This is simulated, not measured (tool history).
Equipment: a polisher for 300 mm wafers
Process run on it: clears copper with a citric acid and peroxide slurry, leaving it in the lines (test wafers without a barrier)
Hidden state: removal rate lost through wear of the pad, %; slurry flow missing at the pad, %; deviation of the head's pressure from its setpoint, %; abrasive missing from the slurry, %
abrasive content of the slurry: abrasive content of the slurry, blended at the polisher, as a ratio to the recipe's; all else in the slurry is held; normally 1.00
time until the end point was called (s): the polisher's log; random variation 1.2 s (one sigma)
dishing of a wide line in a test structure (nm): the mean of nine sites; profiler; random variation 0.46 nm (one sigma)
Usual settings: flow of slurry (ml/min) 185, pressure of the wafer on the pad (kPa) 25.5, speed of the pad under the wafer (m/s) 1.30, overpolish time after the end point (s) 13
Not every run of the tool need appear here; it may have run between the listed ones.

run,day,flow of slurry (ml/min),pressure of the wafer on the pad (kPa),speed of the pad under the wafer (m/s),abrasive content of the slurry,overpolish time after the end point (s),wafers since the last listed run,wafers polished on this pad,hours since the slurry nozzle was cleaned,hours since the head pressure was calibrated,hours since the slurry blender was calibrated,"incoming thickness of the incoming film, nm",time until the end point was called (s),dishing of a wide line in a test structure (nm)
1,0.000,185,25.5,1.30,1.00,13,0,3122,548.5,464.6,165.7,357.2,103.9,21.2
2,2.229,225,25.5,1.30,0.85,13,272,3395,602.0,518.1,219.2,364.7,109.1,20.7
# day 4.392: worn pad replaced by a new one, of another model than before
3,5.704,225,25.5,1.30,0.85,13,404,160,685.4,601.5,302.6,354.5,108.3,20.9
# day 6.442: slurry nozzle cleaned
4,8.742,185,22.8,1.30,0.85,13,366,526,55.2,674.4,375.5,363.7,123.0,19.1
5,10.258,185,25.5,1.30,1.15,13,185,711,91.6,710.8,411.9,354.4,103.5,21.5
6,11.850,185,25.5,1.30,1.15,13,194,906,129.8,749.0,450.1,359.8,104.9,21.0
7,15.229,185,25.5,1.16,1.00,13,412,1319,210.9,830.1,531.2,364.0,120.1,19.5
# day 18.179: slurry blender recalibrated
8,18.996,185,19.3,1.30,1.00,21,450,1769,301.3,920.5,19.6,362.1,124.6,24.0
# day 19.800: head pressure recalibrated
9,23.117,185,28.3,1.68,0.80,9,493,2262,400.2,79.6,118.5,357.6,84.1,19.6
10,27.379,185,28.3,1.64,1.25,13,520,2783,502.5,181.9,220.8,356.9,79.0,23.7
11,30.871,185,25.5,1.30,1.00,13,426,3209,586.3,265.7,304.6,354.6,105.1,20.4
12,33.979,170,25.5,1.50,1.20,13,379,3589,660.9,340.3,379.2,361.0,95.3,21.7
# day 35.158: worn pad replaced by a new one
13,36.529,185,25.5,1.30,1.00,13,291,167,722.1,401.5,440.4,363.2,110.7,21.0
# day 37.146: slurry nozzle cleaned
14,39.138,185,28.3,1.30,1.00,13,313,481,47.8,464.1,503.0,360.5,101.0,21.1
15,43.304,185,25.5,1.30,1.00,13,509,990,147.8,564.1,603.0,359.9,111.0,20.1
16,44.817,185,25.5,1.30,1.00,13,184,1174,184.1,600.4,639.3,358.3,106.9,20.9
17,47.388,155,27.6,0.88,1.25,13,314,1488,245.8,662.1,701.0,358.7,132.8,18.8
18,50.475,185,25.5,1.30,1.00,13,377,1866,319.9,736.2,775.1,358.0,108.3,20.1
# day 51.225: slurry blender recalibrated
19,52.533,185,25.5,1.00,1.00,13,241,2107,369.3,785.6,31.4,362.4,122.1,19.2
20,56.500,130,29.6,0.88,1.00,9,484,2592,464.5,880.8,126.6,360.0,126.3,15.6
# day 58.579: head pressure recalibrated
21,59.733,185,25.5,1.30,1.10,8,384,2976,542.1,27.7,204.2,357.7,103.9,16.1
22,61.567,185,25.5,1.30,0.90,20,223,3200,586.1,71.7,248.2,354.0,106.3,25.2
# day 64.879: worn pad replaced by a new one
23,64.996,155,17.9,1.30,1.00,6,398,14,668.4,154.0,330.5,361.5,138.2,10.7
# day 68.312: slurry nozzle cleaned
24,69.046,185,25.5,1.30,1.00,6,489,504,17.6,251.2,427.7,360.1,108.5,13.0
25,71.379,120,25.5,1.66,1.00,15,285,789,73.6,307.2,483.7,358.8,93.7,24.3
# day 78.183: slurry blender recalibrated
26,80.967,135,17.2,1.30,0.85,13,1161,1950,303.7,537.3,66.8,356.5,140.2,17.8
27,90.958,185,25.5,1.30,1.30,17,1220,3171,543.5,777.1,306.6,352.4,101.5,23.9
28,93.275,185,22.8,1.30,0.80,13,283,3454,599.1,832.7,362.2,360.0,124.6,19.9

Branching from run 28: 4 alternative next runs. What would each branch give?
A,93.296,185,25.5,1.30,1.25,13,2,3456,599.6,833.2,362.7,356.0,?,?
B,93.296,185,31.7,1.64,0.90,13,2,3456,599.6,833.2,362.7,356.0,?,?
C,93.296,135,31.0,1.30,0.85,7,2,3456,599.6,833.2,362.7,356.0,?,?
D,93.296,185,20.0,1.30,1.00,13,2,3456,599.6,833.2,362.7,356.0,?,?

run,time until the end point was called (s),dishing of a wide line in a test structure (nm)
A,102.8,21.0
B,78.5,23.5
C,99.6,15.0
D,128.2,18.7
The same runs, with their run-to-run variation unchanged, on a tool lacking any hidden condition would have given:
run,time until the end point was called (s),dishing of a wide line in a test structure (nm)
A,95.3,21.7
B,73.0,24.1
C,92.7,15.8
D,119.1,19.4
